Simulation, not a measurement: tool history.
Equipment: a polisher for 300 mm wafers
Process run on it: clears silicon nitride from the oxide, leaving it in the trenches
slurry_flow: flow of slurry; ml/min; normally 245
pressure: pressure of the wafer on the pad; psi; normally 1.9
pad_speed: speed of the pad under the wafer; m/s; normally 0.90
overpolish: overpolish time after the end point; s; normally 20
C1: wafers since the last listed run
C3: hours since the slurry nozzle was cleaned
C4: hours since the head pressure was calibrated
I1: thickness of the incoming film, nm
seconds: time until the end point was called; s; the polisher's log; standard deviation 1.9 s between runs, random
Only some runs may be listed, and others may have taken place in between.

{"run": 1, "hour": 0.0, "slurry_flow": 245, "pressure": 1.9, "pad_speed": 0.9, "overpolish": 20, "C1": 0, "wafers polished on this pad": 2456, "C3": 678.5, "C4": 567.1, "I1": 95.3, "seconds": 170.1}
{"hour": 63.1, "done": "slurry nozzle cleaned"}
{"run": 2, "hour": 82.1, "slurry_flow": 245, "pressure": 1.9, "pad_speed": 0.9, "overpolish": 20, "C1": 342, "wafers polished on this pad": 2799, "C3": 19.0, "C4": 649.2, "I1": 96.6, "seconds": 158.9}
{"hour": 146.3, "done": "worn pad replaced by a new one"}
{"hour": 169.1, "done": "head pressure recalibrated"}
{"run": 3, "hour": 241.0, "slurry_flow": 245, "pressure": 1.9, "pad_speed": 1.14, "overpolish": 29, "C1": 645, "wafers polished on this pad": 391, "C3": 177.9, "C4": 71.9, "I1": 95.8, "seconds": 125.0}
{"run": 4, "hour": 284.9, "slurry_flow": 245, "pressure": 1.9, "pad_speed": 0.9, "overpolish": 15, "C1": 185, "wafers polished on this pad": 577, "C3": 221.8, "C4": 115.8, "I1": 95.7, "seconds": 160.0}
{"run": 5, "hour": 352.7, "slurry_flow": 245, "pressure": 1.9, "pad_speed": 0.9, "overpolish": 20, "C1": 286, "wafers polished on this pad": 863, "C3": 289.6, "C4": 183.6, "I1": 93.7, "seconds": 160.4}
{"run": 6, "hour": 438.5, "slurry_flow": 245, "pressure": 2.4, "pad_speed": 0.9, "overpolish": 20, "C1": 362, "wafers polished on this pad": 1226, "C3": 375.4, "C4": 269.4, "I1": 93.1, "seconds": 126.8}
{"run": 7, "hour": 509.1, "slurry_flow": 245, "pressure": 2.4, "pad_speed": 0.9, "overpolish": 20, "C1": 298, "wafers polished on this pad": 1524, "C3": 446.0, "C4": 340.0, "I1": 95.0, "seconds": 132.2}
{"run": 8, "hour": 589.0, "slurry_flow": 245, "pressure": 2.4, "pad_speed": 0.9, "overpolish": 20, "C1": 337, "wafers polished on this pad": 1861, "C3": 525.9, "C4": 419.9, "I1": 94.9, "seconds": 133.4}
{"run": 9, "hour": 693.5, "slurry_flow": 245, "pressure": 1.9, "pad_speed": 0.98, "overpolish": 20, "C1": 441, "wafers polished on this pad": 2303, "C3": 630.4, "C4": 524.4, "I1": 94.0, "seconds": 150.7}
{"run": 10, "hour": 754.6, "slurry_flow": 245, "pressure": 2.2, "pad_speed": 0.9, "overpolish": 20, "C1": 258, "wafers polished on this pad": 2561, "C3": 691.5, "C4": 585.5, "I1": 96.0, "seconds": 146.7}
{"hour": 783.9, "done": "slurry nozzle cleaned"}
{"hour": 848.8, "done": "worn pad replaced by a new one"}
{"run": 11, "hour": 852.4, "slurry_flow": 245, "pressure": 1.9, "pad_speed": 0.9, "overpolish": 20, "C1": 392, "wafers polished on this pad": 15, "C3": 68.5, "C4": 683.3, "I1": 94.5, "seconds": 155.8}
{"hour": 886.2, "done": "head pressure recalibrated"}
{"run": 12, "hour": 959.3, "slurry_flow": 245, "pressure": 1.9, "pad_speed": 0.9, "overpolish": 8, "C1": 443, "wafers polished on this pad": 458, "C3": 175.4, "C4": 73.1, "I1": 95.2, "seconds": 159.4}
{"run": 13, "hour": 1015.9, "slurry_flow": 245, "pressure": 2.5, "pad_speed": 0.9, "overpolish": 20, "C1": 239, "wafers polished on this pad": 697, "C3": 232.0, "C4": 129.7, "I1": 96.4, "seconds": 127.5}
{"run": 14, "hour": 1118.4, "slurry_flow": 245, "pressure": 1.9, "pad_speed": 0.9, "overpolish": 20, "C1": 432, "wafers polished on this pad": 1130, "C3": 334.5, "C4": 232.2, "I1": 96.2, "seconds": 164.1}
{"run": 15, "hour": 1199.5, "slurry_flow": 170, "pressure": 2.2, "pad_speed": 1.08, "overpolish": 26, "C1": 342, "wafers polished on this pad": 1473, "C3": 415.6, "C4": 313.3, "I1": 95.5, "seconds": 132.6}
{"run": 16, "hour": 1303.5, "slurry_flow": 245, "pressure": 1.2, "pad_speed": 0.9, "overpolish": 30, "C1": 439, "wafers polished on this pad": 1912, "C3": 519.6, "C4": 417.3, "I1": 95.0, "seconds": 251.2}
{"run": 17, "hour": 1392.1, "slurry_flow": 245, "pressure": 2.1, "pad_speed": 0.9, "overpolish": 20, "C1": 374, "wafers polished on this pad": 2286, "C3": 608.2, "C4": 505.9, "I1": 95.1, "seconds": 153.3}
{"run": 18, "hour": 1466.3, "slurry_flow": 245, "pressure": 1.7, "pad_speed": 0.68, "overpolish": 13, "C1": 313, "wafers polished on this pad": 2600, "C3": 682.4, "C4": 580.1, "I1": 93.2, "seconds": 240.0}
{"hour": 1525.0, "done": "slurry nozzle cleaned"}
{"run": 19, "hour": 1553.1, "slurry_flow": 300, "pressure": 2.1, "pad_speed": 1.08, "overpolish": 20, "C1": 362, "wafers polished on this pad": 2962, "C3": 28.1, "C4": 666.9, "I1": 96.5, "seconds": 116.4}
{"hour": 1610.6, "done": "head pressure recalibrated"}
{"run": 20, "hour": 1630.9, "slurry_flow": 245, "pressure": 1.9, "pad_speed": 0.8, "overpolish": 20, "C1": 320, "wafers polished on this pad": 3282, "C3": 105.9, "C4": 20.3, "I1": 95.0, "seconds": 175.8}
{"hour": 1668.8, "done": "worn pad replaced by a new one"}
{"run": 21, "hour": 1669.3, "slurry_flow": 245, "pressure": 1.9, "pad_speed": 0.9, "overpolish": 20, "C1": 145, "wafers polished on this pad": 2, "C3": 144.3, "C4": 58.7, "I1": 96.4, "seconds": 160.4}
{"run": 22, "hour": 1709.5, "slurry_flow": 205, "pressure": 1.3, "pad_speed": 0.9, "overpolish": 25, "C1": 169, "wafers polished on this pad": 171, "C3": 184.5, "C4": 98.9, "I1": 94.6, "seconds": 236.0}
{"run": 23, "hour": 1777.0, "slurry_flow": 245, "pressure": 1.7, "pad_speed": 0.9, "overpolish": 8, "C1": 285, "wafers polished on this pad": 457, "C3": 252.0, "C4": 166.4, "I1": 93.9, "seconds": 177.6}

Estimate the outcome of run 24 from the log above:
{"run": 24, "hour": 1849.3, "slurry_flow": 280, "pressure": 1.9, "pad_speed": 0.9, "overpolish": 20, "C1": 305, "wafers polished on this pad": 762, "C3": 324.3, "C4": 238.7, "I1": 95.1, "seconds": "?"}

seconds: 159.2 s
With the hidden condition absent and the run-to-run variation left alone, this run would have shown seconds 150.8 s.

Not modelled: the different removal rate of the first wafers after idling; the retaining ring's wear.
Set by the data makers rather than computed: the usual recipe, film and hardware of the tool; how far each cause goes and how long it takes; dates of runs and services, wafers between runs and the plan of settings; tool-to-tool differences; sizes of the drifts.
